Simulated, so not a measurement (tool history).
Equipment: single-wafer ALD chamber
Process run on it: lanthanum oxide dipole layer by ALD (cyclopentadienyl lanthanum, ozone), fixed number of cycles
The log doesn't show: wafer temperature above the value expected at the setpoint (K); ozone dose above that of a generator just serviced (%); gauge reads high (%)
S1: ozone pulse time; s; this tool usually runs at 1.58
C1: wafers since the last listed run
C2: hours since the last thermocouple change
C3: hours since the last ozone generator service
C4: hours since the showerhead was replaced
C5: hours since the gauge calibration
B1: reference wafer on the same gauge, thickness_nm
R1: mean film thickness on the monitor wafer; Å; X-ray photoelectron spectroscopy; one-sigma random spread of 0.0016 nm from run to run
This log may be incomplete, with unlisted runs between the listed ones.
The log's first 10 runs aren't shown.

run    hour    S1    C1      C2     C3      C4      C5     B1    R1
 11  1095.8  1.58  1531  1076.2  334.8   119.1  1768.4  0.588  5.18
 12    1153  1.58  1218  1133.4    392   176.3  1825.6  0.587  5.14
     1216.2  -- gauge calibrated
 13  1252.8  1.58  2125  1233.2  491.8   276.1    36.6  0.588  5.12
 14  1302.4  2.01  1056  1282.8  541.4   325.7    86.2  0.588  5.32
 15  1351.8  2.01  1052  1332.2  590.8   375.1   135.6  0.588  5.32
     1451.9  -- ozone generator serviced, repeated, since the last time left the tool worse
 16  1455.9  2.01  2046  1436.3      4   479.2   239.7  0.588  5.51
 17  1505.1  1.04  1047  1485.5   53.2   528.4   288.9  0.587  5.14
     1516.8  -- thermocouple changed; heater temperature recalibrated
 18  1551.9  1.86   826    35.1    100   575.2   335.7  0.588  5.51
 19  1588.3  0.98   775    71.5  136.4   611.6   372.1  0.588  5.04
 20  1672.7  1.58  1797   155.9  220.8     696   456.5  0.588   5.4
 21  1750.6  2.08  1658   233.8  298.7   773.9   534.4  0.589  5.54
 22  1837.4  1.29  1848   320.6  385.5   860.7   621.2  0.588  5.21
 23  1901.1  1.99  1356   384.3  449.2   924.4   684.9  0.588  5.49
 24  1975.8  1.58  1590     459  523.9   999.1   759.6  0.588  5.37
 25  2048.3  1.76  1543   531.5  596.4  1071.6   832.1  0.588  5.41
 26  2129.1  1.58  1720   612.3  677.2  1152.4   912.9  0.588  5.35
 27  2223.9  1.04  2018   707.1    772  1247.2  1007.7  0.588     5
 28  2280.9  1.37  1213   764.1    829  1304.2  1064.7  0.588  5.25
     2467.7  -- ozone generator serviced
 29  2531.7   2.2  5170  1014.9     64    1555  1315.5  0.588  5.58
 30  2611.9  1.58  1707  1095.1  144.2  1635.2  1395.7  0.588  5.41
 31  2703.4  1.17  1948  1186.6  235.7  1726.7  1487.2  0.588  5.16
 32  2781.1  1.03  1654  1264.3  313.4  1804.4  1564.9  0.588  5.01
 33  2827.1  1.39   979  1310.3  359.4  1850.4  1610.9  0.588  5.26

Below are 4 alternative next runs, each starting from the tool's condition after run 33. Predict each:
  A  2827.5  1.58   8  1310.7  359.8  1850.8  1611.3   ?   ?
  B  2827.5  1.33   8  1310.7  359.8  1850.8  1611.3   ?   ?
  C  2827.5   1.2   8  1310.7  359.8  1850.8  1611.3   ?   ?
  D  2827.5  0.97   8  1310.7  359.8  1850.8  1611.3   ?   ?

run     B1    R1
  A  0.588  5.35
  B  0.588  5.23
  C  0.588  5.14
  D  0.588  4.95
What these runs would have given with no unlogged condition in the tool:
run    R1
  A  5.44
  B  5.33
  C  5.26
  D  5.09

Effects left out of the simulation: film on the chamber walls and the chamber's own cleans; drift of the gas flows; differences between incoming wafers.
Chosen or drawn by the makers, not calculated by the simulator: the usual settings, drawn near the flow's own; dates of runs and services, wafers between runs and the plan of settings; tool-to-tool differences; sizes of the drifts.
